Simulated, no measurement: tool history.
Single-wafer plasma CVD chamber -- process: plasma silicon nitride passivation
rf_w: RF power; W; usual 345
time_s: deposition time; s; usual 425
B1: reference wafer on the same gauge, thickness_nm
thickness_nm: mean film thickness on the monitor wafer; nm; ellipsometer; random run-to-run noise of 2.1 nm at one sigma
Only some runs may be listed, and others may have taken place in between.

{"run": 1, "hour": 0.0, "rf_w": 375, "time_s": 473, "B1": 544.81, "thickness_nm": 633.041}
{"run": 2, "hour": 44.4, "rf_w": 345, "time_s": 425, "B1": 545.077, "thickness_nm": 549.007}
{"run": 3, "hour": 90.4, "rf_w": 345, "time_s": 425, "B1": 545.63, "thickness_nm": 553.017}
{"run": 4, "hour": 123.7, "rf_w": 345, "time_s": 425, "B1": 544.49, "thickness_nm": 548.021}
{"run": 5, "hour": 155.8, "rf_w": 345, "time_s": 425, "B1": 544.456, "thickness_nm": 547.972}
{"run": 6, "hour": 222.8, "rf_w": 345, "time_s": 425, "B1": 545.251, "thickness_nm": 547.952}
{"run": 7, "hour": 265.0, "rf_w": 345, "time_s": 377, "B1": 545.757, "thickness_nm": 483.041}
{"run": 8, "hour": 290.9, "rf_w": 345, "time_s": 377, "B1": 544.646, "thickness_nm": 486.642}
{"run": 9, "hour": 316.2, "rf_w": 345, "time_s": 372, "B1": 544.759, "thickness_nm": 478.571}
{"run": 10, "hour": 384.5, "rf_w": 345, "time_s": 372, "B1": 545.414, "thickness_nm": 476.446}
{"run": 11, "hour": 417.0, "rf_w": 345, "time_s": 487, "B1": 545.626, "thickness_nm": 625.815}
{"run": 12, "hour": 473.6, "rf_w": 365, "time_s": 366, "B1": 545.059, "thickness_nm": 481.578}
{"hour": 494.7, "done": "gauge calibrated"}
{"hour": 495.8, "done": "showerhead replaced"}
{"hour": 527.1, "done": "RF generator calibrated"}
{"run": 13, "hour": 542.6, "rf_w": 345, "time_s": 425, "B1": 545.373, "thickness_nm": 558.259}
{"run": 14, "hour": 582.3, "rf_w": 345, "time_s": 425, "B1": 544.685, "thickness_nm": 559.003}
{"run": 15, "hour": 611.2, "rf_w": 310, "time_s": 463, "B1": 544.846, "thickness_nm": 583.403}
{"run": 16, "hour": 675.1, "rf_w": 395, "time_s": 459, "B1": 544.773, "thickness_nm": 638.554}
{"run": 17, "hour": 744.8, "rf_w": 300, "time_s": 380, "B1": 544.927, "thickness_nm": 471.253}
{"run": 18, "hour": 769.4, "rf_w": 345, "time_s": 425, "B1": 544.553, "thickness_nm": 559.598}
{"run": 19, "hour": 836.3, "rf_w": 345, "time_s": 425, "B1": 544.253, "thickness_nm": 555.499}
{"run": 20, "hour": 879.4, "rf_w": 345, "time_s": 425, "B1": 544.864, "thickness_nm": 554.13}
{"run": 21, "hour": 935.0, "rf_w": 400, "time_s": 425, "B1": 545.162, "thickness_nm": 591.209}
{"run": 22, "hour": 980.5, "rf_w": 415, "time_s": 502, "B1": 545.193, "thickness_nm": 705.814}
{"run": 23, "hour": 1017.3, "rf_w": 345, "time_s": 391, "B1": 544.97, "thickness_nm": 510.425}
{"run": 24, "hour": 1058.7, "rf_w": 290, "time_s": 394, "B1": 545.058, "thickness_nm": 479.741}
{"run": 25, "hour": 1088.1, "rf_w": 410, "time_s": 425, "B1": 544.822, "thickness_nm": 595.489}
{"run": 26, "hour": 1130.3, "rf_w": 345, "time_s": 358, "B1": 545.272, "thickness_nm": 469.291}
{"run": 27, "hour": 1177.4, "rf_w": 345, "time_s": 425, "B1": 544.738, "thickness_nm": 558.543}
{"run": 28, "hour": 1233.7, "rf_w": 395, "time_s": 509, "B1": 545.396, "thickness_nm": 701.265}
{"run": 29, "hour": 1302.1, "rf_w": 385, "time_s": 343, "B1": 544.887, "thickness_nm": 465.406}
{"run": 30, "hour": 1367.4, "rf_w": 380, "time_s": 483, "B1": 544.857, "thickness_nm": 652.629}
{"run": 31, "hour": 1415.7, "rf_w": 375, "time_s": 449, "B1": 544.598, "thickness_nm": 607.568}
{"run": 32, "hour": 1482.4, "rf_w": 390, "time_s": 370, "B1": 545.171, "thickness_nm": 505.787}

What if the next run were any one of these 4? Each begins from the tool's condition after run 32:
{"run": "A", "hour": 1482.9, "rf_w": 345, "time_s": 425, "B1": "?", "thickness_nm": "?"}
{"run": "B", "hour": 1482.9, "rf_w": 285, "time_s": 425, "B1": "?", "thickness_nm": "?"}
{"run": "C", "hour": 1482.9, "rf_w": 310, "time_s": 477, "B1": "?", "thickness_nm": "?"}
{"run": "D", "hour": 1482.9, "rf_w": 320, "time_s": 373, "B1": "?", "thickness_nm": "?"}

run=A B1=544.495 thickness_nm=551.133
run=B B1=544.495 thickness_nm=510.063
run=C B1=544.495 thickness_nm=592.699
run=D B1=544.495 thickness_nm=469.461
Had the tool no hidden state, the same runs would have come out as:
run=A thickness_nm=555.858
run=B thickness_nm=514.436
run=C thickness_nm=597.781
run=D thickness_nm=473.487

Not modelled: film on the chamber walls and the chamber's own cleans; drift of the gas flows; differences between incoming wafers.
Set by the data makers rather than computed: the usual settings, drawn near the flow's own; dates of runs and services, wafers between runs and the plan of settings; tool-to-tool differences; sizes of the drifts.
